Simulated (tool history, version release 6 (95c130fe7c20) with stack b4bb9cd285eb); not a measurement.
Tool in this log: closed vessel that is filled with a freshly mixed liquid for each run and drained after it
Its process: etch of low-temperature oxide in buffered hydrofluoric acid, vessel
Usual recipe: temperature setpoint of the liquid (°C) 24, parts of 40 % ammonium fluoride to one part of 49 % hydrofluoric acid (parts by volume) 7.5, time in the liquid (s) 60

run	day	temperature setpoint of the liquid (°C)	parts of 40 % ammonium fluoride to one part of 49 % hydrofluoric acid (parts by volume)	time in the liquid (s)	read-back film thickness of the low-temperature oxide reference wafer, read on the same gauge (nm)	thickness taken off the low-temperature oxide on a monitor wafer (angstrom)
1	0	27	7.5	60	139.99	2729.7
2	1.946	27	7.5	60	140.01	2715.1
3	3.938	27	7.5	60	140	2694.5
4	6.275	24	8	60	139.99	2153.6
5	9.033	24	8	60	140	2112.5
6	11.35	24	8	60	140	2138
7	13.067	24	7.5	60	139.98	2259.5
8	17.125	24	7.5	60	140	2285.4
9	21	20	7.5	30	139.99	892.3
10	23.379	19	7.5	45	140.03	1269.5
# day 26.988: gauge calibrated
# day 29.658: thermometer replaced
# day 30.658: hydrofluoric acid flow meter replaced
11	30.679	19.5	7.5	60	140.01	1837.6
12	34.425	24	7.5	60	140.01	2315.9
13	37.933	24	7.5	85	139.99	3219.7
14	41.267	21	7.5	60	139.99	1953.3
15	42.788	24	7.5	60	140	2281.3
16	47.033	24	6.5	45	140	1965.2
17	48.571	27	6	60	140	3280.7

Some steps in thickness taken off the low-temperature oxide on a monitor wafer (angstrom) between neighbouring runs. How much of each would the tool show without its hidden state too (settings, what came in, random variation), and how much is left for the hidden state, with any gauge scatter that isn't in both results?
Unlogged tool condition in this case: liquid colder than its thermometer reads (K); hydrofluoric acid flow below the setpoint (%); gauge reads high (%).
Run 8 -> 9: temperature setpoint of the liquid (°C) 24 -> 20, time in the liquid (s) 60 -> 30. thickness taken off the low-temperature oxide on a monitor wafer (angstrom) -1393.1: hidden state +37.6, all else -1430.7.
Run 10 -> 11: temperature setpoint of the liquid (°C) 19 -> 19.5, time in the liquid (s) 45 -> 60, gauge calibrated, thermometer replaced, hydrofluoric acid flow meter replaced. thickness taken off the low-temperature oxide on a monitor wafer (angstrom) +568.1: hidden state +45.7, all else +522.4.
